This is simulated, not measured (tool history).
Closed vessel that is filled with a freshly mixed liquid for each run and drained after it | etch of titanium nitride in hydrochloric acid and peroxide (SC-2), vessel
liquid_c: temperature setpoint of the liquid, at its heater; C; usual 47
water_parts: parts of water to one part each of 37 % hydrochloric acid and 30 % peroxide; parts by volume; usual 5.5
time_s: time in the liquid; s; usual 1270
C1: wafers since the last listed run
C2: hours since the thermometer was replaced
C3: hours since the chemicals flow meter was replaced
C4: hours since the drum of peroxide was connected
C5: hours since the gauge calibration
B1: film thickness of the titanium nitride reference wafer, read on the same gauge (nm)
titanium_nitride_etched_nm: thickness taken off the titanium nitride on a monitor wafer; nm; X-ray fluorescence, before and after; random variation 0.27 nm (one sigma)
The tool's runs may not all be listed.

run 1 hour=0 | liquid_c=47 water_parts=5.5 time_s=1270 | C1=0 C2=1307.9 C3=306.9 C4=624 C5=663.2 | B1=50.04 | titanium_nitride_etched_nm=34.02
run 2 hour=48.7 | liquid_c=47 water_parts=5.5 time_s=1270 | C1=2780 C2=1356.6 C3=355.6 C4=672.7 C5=711.9 | B1=50.04 | titanium_nitride_etched_nm=33.93
run 3 hour=88.3 | liquid_c=47 water_parts=5.5 time_s=1270 | C1=2260 C2=1396.2 C3=395.2 C4=712.3 C5=751.5 | B1=50.01 | titanium_nitride_etched_nm=34.04
run 4 hour=135.9 | liquid_c=43 water_parts=5 time_s=1270 | C1=2717 C2=1443.8 C3=442.8 C4=759.9 C5=799.1 | B1=49.97 | titanium_nitride_etched_nm=27.95
run 5 hour=203.4 | liquid_c=47 water_parts=5.5 time_s=1270 | C1=3853 C2=1511.3 C3=510.3 C4=827.4 C5=866.6 | B1=50 | titanium_nitride_etched_nm=33.77
-- hour=217.9 chemicals flow meter replaced
run 6 hour=298.8 | liquid_c=47 water_parts=5.5 time_s=1270 | C1=5389 C2=1606.7 C3=80.9 C4=922.8 C5=962 | B1=49.96 | titanium_nitride_etched_nm=33.9
run 7 hour=369.5 | liquid_c=41.5 water_parts=5.5 time_s=1270 | C1=4036 C2=1677.4 C3=151.6 C4=993.5 C5=1032.7 | B1=50.04 | titanium_nitride_etched_nm=23.21
run 8 hour=438.7 | liquid_c=41.5 water_parts=5.5 time_s=1270 | C1=3950 C2=1746.6 C3=220.8 C4=1062.7 C5=1101.9 | B1=50.01 | titanium_nitride_etched_nm=22.73
run 9 hour=476.7 | liquid_c=41 water_parts=5.5 time_s=1270 | C1=2169 C2=1784.6 C3=258.8 C4=1100.7 C5=1139.9 | B1=50.03 | titanium_nitride_etched_nm=22.01
-- hour=480 gauge calibrated
run 10 hour=525.5 | liquid_c=41 water_parts=5.5 time_s=1270 | C1=2786 C2=1833.4 C3=307.6 C4=1149.5 C5=45.5 | B1=49.99 | titanium_nitride_etched_nm=21.92
-- hour=558.4 thermometer replaced
run 11 hour=587.1 | liquid_c=42.5 water_parts=4.5 time_s=1270 | C1=3459 C2=28.7 C3=369.2 C4=1211.1 C5=107.1 | B1=49.98 | titanium_nitride_etched_nm=31.37
run 12 hour=630.2 | liquid_c=55 water_parts=6.5 time_s=815 | C1=2460 C2=71.8 C3=412.3 C4=1254.2 C5=150.2 | B1=49.99 | titanium_nitride_etched_nm=35.43
run 13 hour=674.8 | liquid_c=44 water_parts=4 time_s=1515 | C1=2546 C2=116.4 C3=456.9 C4=1298.8 C5=194.8 | B1=50.03 | titanium_nitride_etched_nm=44.63
run 14 hour=719.3 | liquid_c=40.5 water_parts=4 time_s=1635 | C1=2540 C2=160.9 C3=501.4 C4=1343.3 C5=239.3 | B1=50.02 | titanium_nitride_etched_nm=37.6
run 15 hour=764.1 | liquid_c=47 water_parts=5.5 time_s=1270 | C1=2557 C2=205.7 C3=546.2 C4=1388.1 C5=284.1 | B1=50.04 | titanium_nitride_etched_nm=36.89
-- hour=768.9 chemicals flow meter replaced
-- hour=806.3 new drum of peroxide connected
run 16 hour=816.6 | liquid_c=41.5 water_parts=4.5 time_s=1960 | C1=2883 C2=258.2 C3=47.7 C4=10.3 C5=336.6 | B1=49.98 | titanium_nitride_etched_nm=44.42
run 17 hour=883 | liquid_c=43.5 water_parts=6.5 time_s=1270 | C1=3790 C2=324.6 C3=114.1 C4=76.7 C5=403 | B1=50.04 | titanium_nitride_etched_nm=25.74
run 18 hour=926.2 | liquid_c=41 water_parts=5.5 time_s=1270 | C1=2466 C2=367.8 C3=157.3 C4=119.9 C5=446.2 | B1=49.98 | titanium_nitride_etched_nm=23.86
run 19 hour=954.2 | liquid_c=47 water_parts=5.5 time_s=1270 | C1=1598 C2=395.8 C3=185.3 C4=147.9 C5=474.2 | B1=49.97 | titanium_nitride_etched_nm=36.48
run 20 hour=1015.4 | liquid_c=47 water_parts=6.5 time_s=910 | C1=3493 C2=457 C3=246.5 C4=209.1 C5=535.4 | B1=50.03 | titanium_nitride_etched_nm=22.57

5 ways to go on from here, each from the tool as it stands after run 20. What would each give?
run A hour=1016.4 | liquid_c=47 water_parts=5.5 time_s=1270 | C1=57 C2=458 C3=247.5 C4=210.1 C5=536.4 | B1=? | titanium_nitride_etched_nm=?
run B hour=1016.4 | liquid_c=47 water_parts=4 time_s=1580 | C1=57 C2=458 C3=247.5 C4=210.1 C5=536.4 | B1=? | titanium_nitride_etched_nm=?
run C hour=1016.4 | liquid_c=37.5 water_parts=8 time_s=810 | C1=57 C2=458 C3=247.5 C4=210.1 C5=536.4 | B1=? | titanium_nitride_etched_nm=?
run D hour=1016.4 | liquid_c=39.5 water_parts=5.5 time_s=1270 | C1=57 C2=458 C3=247.5 C4=210.1 C5=536.4 | B1=? | titanium_nitride_etched_nm=?
run E hour=1016.4 | liquid_c=37 water_parts=4 time_s=1475 | C1=57 C2=458 C3=247.5 C4=210.1 C5=536.4 | B1=? | titanium_nitride_etched_nm=?

run=A B1=50.01 titanium_nitride_etched_nm=36.5
run=B B1=50.01 titanium_nitride_etched_nm=56.76
run=C B1=50.01 titanium_nitride_etched_nm=8.96
run=D B1=50.01 titanium_nitride_etched_nm=21.62
run=E B1=50.01 titanium_nitride_etched_nm=26.22
Without the tool's hidden state the same runs would have given:
run=A titanium_nitride_etched_nm=37.92
run=B titanium_nitride_etched_nm=58.97
run=C titanium_nitride_etched_nm=9.33
run=D titanium_nitride_etched_nm=22.5
run=E titanium_nitride_etched_nm=27.3
